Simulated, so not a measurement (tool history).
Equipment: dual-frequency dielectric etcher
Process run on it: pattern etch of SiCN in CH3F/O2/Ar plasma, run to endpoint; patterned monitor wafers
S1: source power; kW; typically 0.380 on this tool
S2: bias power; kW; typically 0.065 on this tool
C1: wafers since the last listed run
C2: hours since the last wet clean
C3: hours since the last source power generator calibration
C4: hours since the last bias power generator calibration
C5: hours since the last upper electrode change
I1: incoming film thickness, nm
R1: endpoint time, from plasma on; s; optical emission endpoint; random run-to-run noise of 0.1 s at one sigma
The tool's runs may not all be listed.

Run 1, hour 0.0: usual settings but S1 0.460 kW, S2 0.072 kW; C1 0; C2 194.3; C3 3676.5; C4 2648.6; C5 5756.0; I1 10.81. Result: R1 27.6 s.
Run 2, hour 30.0: usual settings but S1 0.460 kW, S2 0.072 kW; C1 633; C2 224.3; C3 3706.5; C4 2678.6; C5 5786.0; I1 10.94. Result: R1 27.9 s.
Run 3, hour 49.6: usual settings; C1 414; C2 243.9; C3 3726.1; C4 2698.2; C5 5805.6; I1 10.80. Result: R1 30.1 s.
Run 4, hour 63.3: usual settings; C1 289; C2 257.6; C3 3739.8; C4 2711.9; C5 5819.3; I1 10.95. Result: R1 30.4 s.
Run 5, hour 93.3: usual settings; C1 633; C2 287.6; C3 3769.8; C4 2741.9; C5 5849.3; I1 10.94. Result: R1 30.3 s.
Run 6, hour 115.1: usual settings but S1 0.310 kW; C1 460; C2 309.4; C3 3791.6; C4 2763.7; C5 5871.1; I1 10.96. Result: R1 32.7 s.
Run 7, hour 146.3: usual settings but S1 0.310 kW; C1 659; C2 340.6; C3 3822.8; C4 2794.9; C5 5902.3; I1 10.88. Result: R1 32.1 s.
Run 8, hour 178.2: usual settings; C1 674; C2 372.5; C3 3854.7; C4 2826.8; C5 5934.2; I1 11.03. Result: R1 30.6 s.
Run 9, hour 194.5: usual settings; C1 344; C2 388.8; C3 3871.0; C4 2843.1; C5 5950.5; I1 10.98. Result: R1 30.4 s.
At hour 237.8: source power generator calibrated.
At hour 249.7: upper electrode replaced.
Run 10, hour 250.2: usual settings; C1 842; C2 444.5; C3 12.4; C4 2898.8; C5 0.5; I1 10.92. Result: R1 30.2 s.
At hour 284.2: wet clean of the chamber.
Run 11, hour 284.7: usual settings; C1 221; C2 0.5; C3 46.9; C4 2933.3; C5 35.0; I1 10.87. Result: R1 30.5 s.
Run 12, hour 293.8: usual settings; C1 192; C2 9.6; C3 56.0; C4 2942.4; C5 44.1; I1 10.89. Result: R1 30.4 s.
Run 13, hour 329.4: usual settings; C1 752; C2 45.2; C3 91.6; C4 2978.0; C5 79.7; I1 10.87. Result: R1 30.4 s.
Run 14, hour 343.5: usual settings; C1 297; C2 59.3; C3 105.7; C4 2992.1; C5 93.8; I1 10.98. Result: R1 30.6 s.
Run 15, hour 376.2: usual settings but S2 0.061 kW; C1 690; C2 92.0; C3 138.4; C4 3024.8; C5 126.5; I1 10.72. Result: R1 30.5 s.
Run 16, hour 403.7: usual settings but S1 0.430 kW, S2 0.059 kW; C1 581; C2 119.5; C3 165.9; C4 3052.3; C5 154.0; I1 10.87. Result: R1 29.8 s.
Run 17, hour 420.1: usual settings but S1 0.430 kW, S2 0.060 kW; C1 346; C2 135.9; C3 182.3; C4 3068.7; C5 170.4; I1 10.83. Result: R1 29.7 s.
Run 18, hour 437.8: usual settings but S1 0.420 kW, S2 0.080 kW; C1 373; C2 153.6; C3 200.0; C4 3086.4; C5 188.1; I1 10.82. Result: R1 27.7 s.
Run 19, hour 450.7: usual settings but S1 0.430 kW, S2 0.051 kW; C1 272; C2 166.5; C3 212.9; C4 3099.3; C5 201.0; I1 10.82. Result: R1 30.8 s.
Run 20, hour 468.1: usual settings; C1 367; C2 183.9; C3 230.3; C4 3116.7; C5 218.4; I1 10.90. Result: R1 30.4 s.
Run 21, hour 494.4: usual settings; C1 555; C2 210.2; C3 256.6; C4 3143.0; C5 244.7; I1 10.85. Result: R1 30.1 s.
Run 22, hour 520.4: usual settings but S1 0.320 kW; C1 549; C2 236.2; C3 282.6; C4 3169.0; C5 270.7; I1 10.96. Result: R1 32.2 s.
At hour 547.6: bias power generator calibrated.
Run 23, hour 552.8: usual settings but S1 0.280 kW, S2 0.052 kW; C1 600; C2 268.6; C3 315.0; C4 5.2; C5 303.1; I1 10.93. Result: R1 35.6 s.
Run 24, hour 582.6: usual settings but S1 0.470 kW, S2 0.079 kW; C1 629; C2 298.4; C3 344.8; C4 35.0; C5 332.9; I1 10.85. Result: R1 26.6 s.
Run 25, hour 655.2: usual settings; C1 1533; C2 371.0; C3 417.4; C4 107.6; C5 405.5; I1 10.88. Result: R1 30.1 s.
Run 26, hour 676.4: usual settings but S1 0.310 kW, S2 0.078 kW; C1 447; C2 392.2; C3 438.6; C4 128.8; C5 426.7; I1 10.87. Result: R1 30.7 s.
Run 27, hour 691.3: usual settings; C1 314; C2 407.1; C3 453.5; C4 143.7; C5 441.6; I1 10.93. Result: R1 30.4 s.
Run 28, hour 718.6: usual settings but S2 0.079 kW; C1 576; C2 434.4; C3 480.8; C4 171.0; C5 468.9; I1 10.83. Result: R1 28.4 s.
Run 29, hour 747.4: usual settings but S1 0.290 kW, S2 0.079 kW; C1 608; C2 463.2; C3 509.6; C4 199.8; C5 497.7; I1 10.85. Result: R1 31.1 s.
Run 30, hour 778.4: usual settings but S1 0.280 kW, S2 0.074 kW; C1 655; C2 494.2; C3 540.6; C4 230.8; C5 528.7; I1 10.80. Result: R1 31.8 s.
Run 31, hour 811.2: usual settings but S1 0.340 kW, S2 0.050 kW; C1 693; C2 527.0; C3 573.4; C4 263.6; C5 561.5; I1 10.91. Result: R1 33.1 s.
At hour 835.7: wet clean of the chamber.
Run 32, hour 836.2: usual settings but S1 0.450 kW, S2 0.079 kW; C1 21; C2 0.5; C3 598.4; C4 288.6; C5 586.5; I1 10.98. Result: R1 27.7 s.
Run 33, hour 861.5: usual settings but S1 0.470 kW, S2 0.056 kW; C1 534; C2 25.8; C3 623.7; C4 313.9; C5 611.8; I1 10.88. Result: R1 29.6 s.
Run 34, hour 877.3: usual settings but S1 0.420 kW, S2 0.079 kW; C1 333; C2 41.6; C3 639.5; C4 329.7; C5 627.6; I1 10.94. Result: R1 28.2 s.

5 options for the next run, each taken on its own from the tool as it stands now. Forecast them:
Run A, hour 877.7: usual settings; C1 8; C2 42.0; C3 639.9; C4 330.1; C5 628.0; I1 10.90. Result: R1 ?.
Run B, hour 877.7: usual settings but S2 0.051 kW; C1 8; C2 42.0; C3 639.9; C4 330.1; C5 628.0; I1 10.90. Result: R1 ?.
Run C, hour 877.7: usual settings but S1 0.290 kW, S2 0.078 kW; C1 8; C2 42.0; C3 639.9; C4 330.1; C5 628.0; I1 10.90. Result: R1 ?.
Run D, hour 877.7: usual settings but S1 0.290 kW; C1 8; C2 42.0; C3 639.9; C4 330.1; C5 628.0; I1 10.90. Result: R1 ?.
Run E, hour 877.7: usual settings but S2 0.081 kW; C1 8; C2 42.0; C3 639.9; C4 330.1; C5 628.0; I1 10.90. Result: R1 ?.

run    R1
  A  30.5
  B  32.4
  C  31.6
  D  33.2
  E  28.7
Had the tool no hidden state, the same runs would have come out as:
run    R1
  A  30.5
  B  32.4
  C  31.7
  D  33.3
  E  28.8
